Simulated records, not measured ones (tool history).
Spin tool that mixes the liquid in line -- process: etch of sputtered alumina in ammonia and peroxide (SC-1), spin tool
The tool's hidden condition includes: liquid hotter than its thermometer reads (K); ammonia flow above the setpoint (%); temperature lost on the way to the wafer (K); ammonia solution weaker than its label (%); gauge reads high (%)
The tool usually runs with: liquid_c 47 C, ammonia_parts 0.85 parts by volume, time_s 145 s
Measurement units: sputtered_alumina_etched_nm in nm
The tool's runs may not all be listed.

run,hour,liquid_c,ammonia_parts,time_s,wafers since the last listed run,hours since the thermometer was replaced,hours since the ammonia flow meter was replaced,hours since the heated supply line was repaired,hours since the drum of ammonia solution was connected,hours since the gauge calibration,"read-back film thickness of the sputtered alumina reference wafer, read on the same gauge (nm)",sputtered_alumina_etched_nm
1,0,50,0.85,190,0,845.6,2349.8,2431,126.3,231.4,69.98,15.79
2,16.1,41.5,0.85,145,108,861.7,2365.9,2447.1,142.4,247.5,70.04,7.44
3,50.7,51.5,0.85,145,233,896.3,2400.5,2481.7,177,282.1,69.99,12.87
4,66.4,47,0.85,145,106,912,2416.2,2497.4,192.7,297.8,70.01,10.02
5,96.4,47,0.85,145,202,942,2446.2,2527.4,222.7,327.8,69.99,10.14
# hour 115.6: gauge calibrated
6,120,47,0.85,145,159,965.6,2469.8,2551,246.3,4.4,70,10.06
7,140.9,47,0.85,145,141,986.5,2490.7,2571.9,267.2,25.3,69.99,10.02
# hour 164.7: heated supply line repaired
8,174.9,47,0.85,145,222,1020.5,2524.7,10.2,301.2,59.3,69.97,10.04
9,189.5,51.5,0.85,70,98,1035.1,2539.3,24.8,315.8,73.9,70.01,6.24
# hour 214.7: new drum of ammonia solution connected
10,223.9,42,0.45,80,225,1069.5,2573.7,59.2,9.2,108.3,70.01,3.88
# hour 235: thermometer replaced
# hour 244.4: ammonia flow meter replaced
11,257.2,47,0.85,145,211,22.2,12.8,92.5,42.5,141.6,69.99,10.06
12,275.6,55.5,0.6,110,124,40.6,31.2,110.9,60.9,160,69.98,11.9
13,296.2,47,0.95,145,139,61.2,51.8,131.5,81.5,180.6,70,10.27
14,321,47,0.85,90,167,86,76.6,156.3,106.3,205.4,70,6.33
15,350,44,0.6,145,195,115,105.6,185.3,135.3,234.4,70.01,8.19
16,370.6,56,0.65,145,139,135.6,126.2,205.9,155.9,255,69.99,16.01

Consider 3 possible next runs. They are alternatives, not a sequence: every one starts from the tool as it was left by run 16. What does each give?
A,371.1,51,0.85,145,3,136.1,126.7,206.4,156.4,255.5,?,?
B,371.1,57,1.15,90,3,136.1,126.7,206.4,156.4,255.5,?,?
C,371.1,38,0.85,105,3,136.1,126.7,206.4,156.4,255.5,?,?

run,"read-back film thickness of the sputtered alumina reference wafer, read on the same gauge (nm)",sputtered_alumina_etched_nm
A,69.99,12.63
B,69.99,11.12
C,69.99,4.35
Take away the tool's hidden state, keep each run's random variation, and the runs would have read:
run,sputtered_alumina_etched_nm
A,12.63
B,11.12
C,4.35
